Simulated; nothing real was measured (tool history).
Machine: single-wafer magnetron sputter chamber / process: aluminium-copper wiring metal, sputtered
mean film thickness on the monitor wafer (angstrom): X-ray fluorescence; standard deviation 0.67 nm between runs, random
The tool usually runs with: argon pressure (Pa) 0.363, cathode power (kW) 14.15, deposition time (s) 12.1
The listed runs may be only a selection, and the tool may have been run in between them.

run     day  argon pressure (Pa)  cathode power (kW)  deposition time (s)  wafers since the last listed run  wafers on the sputter target  hours since the last manometer calibration  hours since the magnet pack was replaced  hours since the gauge calibration  read-back reference wafer on the same gauge, thickness_nm  mean film thickness on the monitor wafer (angstrom)
  1       0                0.363               14.15                 12.1                                 0                             6                                      2257.4                                   10134.1                              404.8                                                    248.016                                              2956.08
  2   1.229                0.363               14.15                 10.9                               423                           430                                      2286.9                                   10163.6                              434.3                                                    248.112                                               2671.4
  3   2.117                0.363               14.15                 10.9                               305                           736                                      2308.2                                   10184.9                              455.6                                                    247.868                                              2673.16
  4   2.783                0.363               16.75                 12.1                               229                           966                                      2324.2                                   10200.9                              471.6                                                    247.952                                               3518.3
  5   3.304                0.314               14.15                 13.7                               179                          1145                                      2336.7                                   10213.4                              484.1                                                    248.038                                               3439.3
  6   4.542                0.363               14.15                 12.1                               426                          1572                                      2366.4                                   10243.1                              513.8                                                    248.075                                              2951.73
  7   5.271                0.363               14.15                 12.1                               251                          1823                                      2383.9                                   10260.6                              531.3                                                    247.981                                              2961.56
  8   5.842                0.363               14.15                 12.1                               196                          2020                                      2397.6                                   10274.3                                545                                                    247.935                                              2950.63
  9   7.129                0.363                12.2                 12.1                               443                          2464                                      2428.5                                   10305.2                              575.9                                                    248.077                                              2551.04
 10    8.15                0.363                12.2                 12.1                               351                          2816                                        2453                                   10329.7                              600.4                                                    247.982                                              2560.42
 11   8.762                0.363                12.2                 12.1                               211                          3027                                      2467.7                                   10344.4                              615.1                                                    248.028                                              2548.48
 12   9.362                0.445               14.15                 12.1                               206                          3234                                      2482.1                                   10358.8                              629.5                                                    247.958                                              2831.44
     10.075  -- magnet pack replaced
 13  10.158                0.445               14.15                 12.1                               159                          3393                                      2501.2                                         2                              648.6                                                    247.915                                              2826.86
 14  10.675                0.363               14.15                 12.1                               178                          3571                                      2513.6                                      14.4                                661                                                    247.965                                              2956.54
 15  12.083                0.363               14.15                 12.1                               485                          4057                                      2547.4                                      48.2                              694.8                                                    247.864                                              2952.66
     12.796  -- sputter target and shields replaced
 16  13.579                0.405               14.15                 12.1                               400                           269                                      2583.3                                      84.1                              730.7                                                    247.981                                              2900.43
     14.992  -- gauge calibrated
 17  15.079                0.416               15.35                  9.7                               517                           787                                      2619.3                                     120.1                                2.1                                                    247.962                                              2499.78
 18  17.304                0.322               11.65                 10.8                               766                          1554                                      2672.7                                     173.5                               55.5                                                    248.061                                               2224.5
 19  18.212                0.363               14.15                 12.1                               313                          1867                                      2694.5                                     195.3                               77.3                                                    248.025                                              2959.83
     20.733  -- capacitance manometer re-zeroed and calibrated
 20  22.538                0.363               14.15                 10.6                              1375                          3243                                        43.3                                     299.1                              181.1                                                    247.994                                               2594.8
 21    24.8                0.363               14.15                 12.1                               779                          4023                                        97.6                                     353.4                              235.4                                                    247.976                                              2957.14
 22  25.454                0.363               17.25                 10.3                               225                          4248                                       113.3                                     369.1                              251.1                                                    247.899                                              3059.17
     26.225  -- sputter target and shields replaced
 23  26.462                0.363               11.85                 12.1                               232                            81                                       137.5                                     393.3                              275.3                                                    247.978                                              2480.27
 24  28.679                0.363               16.05                 12.1                               764                           845                                       190.7                                     446.5                              328.5                                                    248.148                                              3353.21
 25   30.45                0.231                11.3                 13.8                               610                          1456                                       233.2                                       489                                371                                                    248.026                                              2893.26
 26  31.917                0.256               14.15                 12.1                               505                          1961                                       268.4                                     524.2                              406.2                                                    247.968                                              3131.09
 27  33.188                0.363               14.15                 12.1                               438                          2400                                       298.9                                     554.7                              436.7                                                     248.01                                              2951.76
 28  34.062                0.481               17.55                 10.8                               301                          2701                                       319.9                                     575.7                              457.7                                                    248.024                                              3070.72
 29   35.55                0.248                16.9                 13.2                               512                          3214                                       355.6                                     611.4                              493.4                                                    248.046                                              4104.33
 30  36.742                0.363               17.35                 13.8                               410                          3625                                       384.2                                       640                                522                                                    247.785                                               4117.4
 31  37.758                0.363               14.15                 12.1                               350                          3975                                       408.6                                     664.4                              546.4                                                    248.028                                              2964.14
 32  38.417                0.295               17.55                 12.1                               226                          4202                                       424.4                                     680.2                              562.2                                                    247.899                                               3805.2
 33  39.033                0.231                11.3                 13.8                               212                          4415                                       439.2                                       695                                577                                                    247.906                                              2894.87
     39.679  -- sputter target and shields replaced
 34    39.7                0.476               10.75                 14.2                               114                             7                                       455.2                                       711                                593                                                    247.985                                              2492.37
 35  40.883                0.237               16.05                 12.1                               407                           415                                       483.6                                     739.4                              621.4                                                        248                                              3603.45
 36  41.633                0.363               14.15                 12.1                               258                           673                                       501.6                                     757.4                              639.4                                                    248.006                                              2948.36

Predict each of these 3 candidate next runs independently; none follows another, all start after run 36:
  A  41.65                0.363               14.15                 12.1                                 5                           679                                         502                                     757.8                              639.8                                                          ?                                                    ?
  B  41.65                0.248               14.15                 12.1                                 5                           679                                         502                                     757.8                              639.8                                                          ?                                                    ?
  C  41.65                0.363               11.25                 12.1                                 5                           679                                         502                                     757.8                              639.8                                                          ?                                                    ?

run  read-back reference wafer on the same gauge, thickness_nm  mean film thickness on the monitor wafer (angstrom)
  A                                                    247.922                                              2965.69
  B                                                    247.922                                              3153.35
  C                                                    247.922                                              2357.88
Had the tool no hidden state, the same runs would have come out as:
run  mean film thickness on the monitor wafer (angstrom)
  A                                              2965.69
  B                                              3153.35
  C                                              2357.88
